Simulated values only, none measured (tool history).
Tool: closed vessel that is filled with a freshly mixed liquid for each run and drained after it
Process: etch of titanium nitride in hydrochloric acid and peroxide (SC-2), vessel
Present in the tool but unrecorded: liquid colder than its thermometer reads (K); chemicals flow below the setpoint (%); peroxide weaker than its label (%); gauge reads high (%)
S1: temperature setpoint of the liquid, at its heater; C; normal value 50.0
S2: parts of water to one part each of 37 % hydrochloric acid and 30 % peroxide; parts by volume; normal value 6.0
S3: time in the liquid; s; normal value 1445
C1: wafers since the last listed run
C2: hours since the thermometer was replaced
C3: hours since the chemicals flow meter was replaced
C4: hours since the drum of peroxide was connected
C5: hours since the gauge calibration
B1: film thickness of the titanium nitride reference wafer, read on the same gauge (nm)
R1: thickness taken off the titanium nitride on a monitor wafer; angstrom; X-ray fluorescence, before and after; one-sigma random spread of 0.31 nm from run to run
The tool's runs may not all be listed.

{"run": 1, "hour": 0.0, "S1": 52.0, "S2": 6.0, "S3": 1445, "C1": 0, "C2": 1789.2, "C3": 1123.2, "C4": 257.6, "C5": 156.3, "B1": 50.01, "R1": 374.5}
{"run": 2, "hour": 14.0, "S1": 50.0, "S2": 6.0, "S3": 1445, "C1": 395, "C2": 1803.2, "C3": 1137.2, "C4": 271.6, "C5": 170.3, "B1": 49.99, "R1": 325.7}
{"run": 3, "hour": 47.0, "S1": 50.0, "S2": 6.0, "S3": 1445, "C1": 931, "C2": 1836.2, "C3": 1170.2, "C4": 304.6, "C5": 203.3, "B1": 49.96, "R1": 325.7}
{"hour": 67.2, "done": "new drum of peroxide connected"}
{"run": 4, "hour": 78.4, "S1": 50.0, "S2": 6.0, "S3": 1445, "C1": 857, "C2": 1867.6, "C3": 1201.6, "C4": 11.2, "C5": 234.7, "B1": 50.05, "R1": 319.4}
{"run": 5, "hour": 104.2, "S1": 50.0, "S2": 6.0, "S3": 1445, "C1": 727, "C2": 1893.4, "C3": 1227.4, "C4": 37.0, "C5": 260.5, "B1": 50.05, "R1": 325.1}
{"run": 6, "hour": 132.7, "S1": 50.0, "S2": 6.0, "S3": 1445, "C1": 804, "C2": 1921.9, "C3": 1255.9, "C4": 65.5, "C5": 289.0, "B1": 49.96, "R1": 316.7}
{"run": 7, "hour": 234.8, "S1": 50.0, "S2": 6.0, "S3": 1445, "C1": 2880, "C2": 2024.0, "C3": 1358.0, "C4": 167.6, "C5": 391.1, "B1": 49.99, "R1": 316.6}
{"hour": 245.1, "done": "thermometer replaced"}
{"run": 8, "hour": 258.8, "S1": 50.0, "S2": 6.0, "S3": 1445, "C1": 648, "C2": 13.7, "C3": 1382.0, "C4": 191.6, "C5": 415.1, "B1": 50.01, "R1": 315.0}
{"run": 9, "hour": 287.8, "S1": 50.0, "S2": 4.0, "S3": 1445, "C1": 818, "C2": 42.7, "C3": 1411.0, "C4": 220.6, "C5": 444.1, "B1": 49.95, "R1": 431.3}
{"run": 10, "hour": 301.9, "S1": 50.0, "S2": 6.0, "S3": 1445, "C1": 397, "C2": 56.8, "C3": 1425.1, "C4": 234.7, "C5": 458.2, "B1": 50.01, "R1": 313.3}
{"hour": 311.3, "done": "chemicals flow meter replaced"}
{"hour": 312.6, "done": "gauge calibrated"}
{"run": 11, "hour": 331.4, "S1": 44.0, "S2": 5.0, "S3": 1930, "C1": 804, "C2": 86.3, "C3": 20.1, "C4": 264.2, "C5": 18.8, "B1": 49.98, "R1": 359.0}
{"run": 12, "hour": 357.2, "S1": 42.5, "S2": 4.0, "S3": 1445, "C1": 727, "C2": 112.1, "C3": 45.9, "C4": 290.0, "C5": 44.6, "B1": 50.02, "R1": 285.3}
{"hour": 384.1, "done": "new drum of peroxide connected"}
{"run": 13, "hour": 392.1, "S1": 57.5, "S2": 6.0, "S3": 1745, "C1": 956, "C2": 147.0, "C3": 80.8, "C4": 8.0, "C5": 79.5, "B1": 49.99, "R1": 704.5}
{"run": 14, "hour": 415.3, "S1": 50.0, "S2": 6.0, "S3": 1445, "C1": 654, "C2": 170.2, "C3": 104.0, "C4": 31.2, "C5": 102.7, "B1": 49.95, "R1": 363.6}
{"run": 15, "hour": 430.9, "S1": 59.5, "S2": 7.5, "S3": 2145, "C1": 440, "C2": 185.8, "C3": 119.6, "C4": 46.8, "C5": 118.3, "B1": 49.98, "R1": 820.4}
{"run": 16, "hour": 443.9, "S1": 50.0, "S2": 6.0, "S3": 2285, "C1": 366, "C2": 198.8, "C3": 132.6, "C4": 59.8, "C5": 131.3, "B1": 50.0, "R1": 557.0}
{"run": 17, "hour": 458.4, "S1": 50.0, "S2": 6.0, "S3": 1445, "C1": 409, "C2": 213.3, "C3": 147.1, "C4": 74.3, "C5": 145.8, "B1": 50.01, "R1": 351.5}
{"run": 18, "hour": 491.7, "S1": 50.0, "S2": 4.0, "S3": 1140, "C1": 939, "C2": 246.6, "C3": 180.4, "C4": 107.6, "C5": 179.1, "B1": 50.01, "R1": 376.0}

Hidden state or all else? Some run-to-run changes of R1, split into what the settings, what came in and random variation would give without the hidden state, and what is left for the hidden state (with any gauge scatter that isn't in both results):
Run 10 -> 11: S1 50.0 -> 44.0, S2 6.0 -> 5.0, S3 1445 -> 1930, chemicals flow meter replaced, gauge calibrated. R1 +45.7 angstrom: hidden state +40.8, all else +4.9.
Run 14 -> 15: S1 50.0 -> 59.5, S2 6.0 -> 7.5, S3 1445 -> 2145. R1 +456.8 angstrom: hidden state -5.6, all else +462.4.
